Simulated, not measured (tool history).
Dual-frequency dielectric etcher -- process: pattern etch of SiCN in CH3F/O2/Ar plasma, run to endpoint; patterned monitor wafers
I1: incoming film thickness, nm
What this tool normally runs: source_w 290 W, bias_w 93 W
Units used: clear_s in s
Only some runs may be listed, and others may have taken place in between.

run 1 day=0.000 | source_w=290 bias_w=93 | I1=6.95 | clear_s=19.2
run 2 day=0.712 | source_w=290 bias_w=102 | I1=6.91 | clear_s=18.4
run 3 day=1.408 | source_w=290 bias_w=106 | I1=6.87 | clear_s=17.8
run 4 day=2.067 | source_w=290 bias_w=106 | I1=6.94 | clear_s=18.2
run 5 day=2.721 | source_w=290 bias_w=106 | I1=6.89 | clear_s=18.3
run 6 day=3.246 | source_w=330 bias_w=93 | I1=6.88 | clear_s=17.9
run 7 day=3.642 | source_w=330 bias_w=93 | I1=6.92 | clear_s=18.1
run 8 day=4.154 | source_w=290 bias_w=93 | I1=6.82 | clear_s=18.3
run 9 day=4.833 | source_w=350 bias_w=100 | I1=6.89 | clear_s=17.3
run 10 day=5.100 | source_w=290 bias_w=93 | I1=6.84 | clear_s=18.8
-- day=6.617 upper electrode replaced, of another model than before
run 11 day=6.638 | source_w=290 bias_w=93 | I1=6.94 | clear_s=18.8
run 12 day=6.650 | source_w=290 bias_w=93 | I1=6.86 | clear_s=18.6
run 13 day=6.662 | source_w=290 bias_w=93 | I1=6.85 | clear_s=18.6
run 14 day=6.900 | source_w=290 bias_w=93 | I1=6.90 | clear_s=18.7
run 15 day=7.508 | source_w=290 bias_w=93 | I1=6.91 | clear_s=18.8
run 16 day=8.254 | source_w=260 bias_w=85 | I1=6.94 | clear_s=19.7
run 17 day=8.917 | source_w=320 bias_w=79 | I1=6.85 | clear_s=19.5
-- day=9.217 bias power generator calibrated
run 18 day=9.275 | source_w=340 bias_w=79 | I1=6.91 | clear_s=19.4
-- day=9.667 source power generator calibrated
run 19 day=9.754 | source_w=250 bias_w=93 | I1=6.88 | clear_s=19.1
run 20 day=10.275 | source_w=270 bias_w=107 | I1=6.87 | clear_s=17.6
-- day=12.692 wet clean of the chamber
run 21 day=12.712 | source_w=290 bias_w=93 | I1=6.97 | clear_s=19.4
run 22 day=12.725 | source_w=290 bias_w=93 | I1=6.91 | clear_s=19.7
run 23 day=13.183 | source_w=290 bias_w=93 | I1=6.86 | clear_s=18.9
run 24 day=13.588 | source_w=350 bias_w=72 | I1=6.93 | clear_s=21.2
run 25 day=14.042 | source_w=330 bias_w=93 | I1=6.96 | clear_s=18.9
run 26 day=14.671 | source_w=290 bias_w=75 | I1=6.92 | clear_s=21.2
run 27 day=15.062 | source_w=290 bias_w=93 | I1=6.83 | clear_s=19.1
run 28 day=15.667 | source_w=250 bias_w=72 | I1=6.88 | clear_s=22.1
run 29 day=16.275 | source_w=250 bias_w=108 | I1=6.94 | clear_s=18.5
run 30 day=16.812 | source_w=340 bias_w=93 | I1=6.88 | clear_s=18.2
run 31 day=17.100 | source_w=290 bias_w=93 | I1=6.86 | clear_s=18.9
run 32 day=17.775 | source_w=250 bias_w=103 | I1=6.93 | clear_s=18.7
run 33 day=18.067 | source_w=360 bias_w=73 | I1=6.94 | clear_s=20.3
run 34 day=18.446 | source_w=220 bias_w=110 | I1=6.89 | clear_s=18.5
run 35 day=19.158 | source_w=220 bias_w=104 | I1=6.88 | clear_s=19.1
run 36 day=19.546 | source_w=290 bias_w=93 | I1=6.92 | clear_s=19.0

Exercise: give the hidden state of the tool at every run:
source power that arrives over what is set, %: 0 in every run
bias power that arrives over what is set, %: 0 in every run
H1: etch rate over this chamber's usual, %
run=1 H1=2.42
run=2 H1=2.56
run=3 H1=2.7
run=4 H1=2.83
run=5 H1=2.97
run=6 H1=3.07
run=7 H1=3.15
run=8 H1=3.26
run=9 H1=3.39
run=10 H1=3.45
run=11 H1=3.76
run=12 H1=3.76
run=13 H1=3.76
run=14 H1=3.81
run=15 H1=3.93
run=16 H1=4.08
run=17 H1=4.21
run=18 H1=4.29
run=19 H1=4.38
run=20 H1=4.49
run=21 H1=0.267
run=22 H1=0.27
run=23 H1=0.362
run=24 H1=0.444
run=25 H1=0.535
run=26 H1=0.662
run=27 H1=0.741
run=28 H1=0.862
run=29 H1=0.985
run=30 H1=1.09
run=31 H1=1.15
run=32 H1=1.29
run=33 H1=1.35
run=34 H1=1.42
run=35 H1=1.57
run=36 H1=1.64
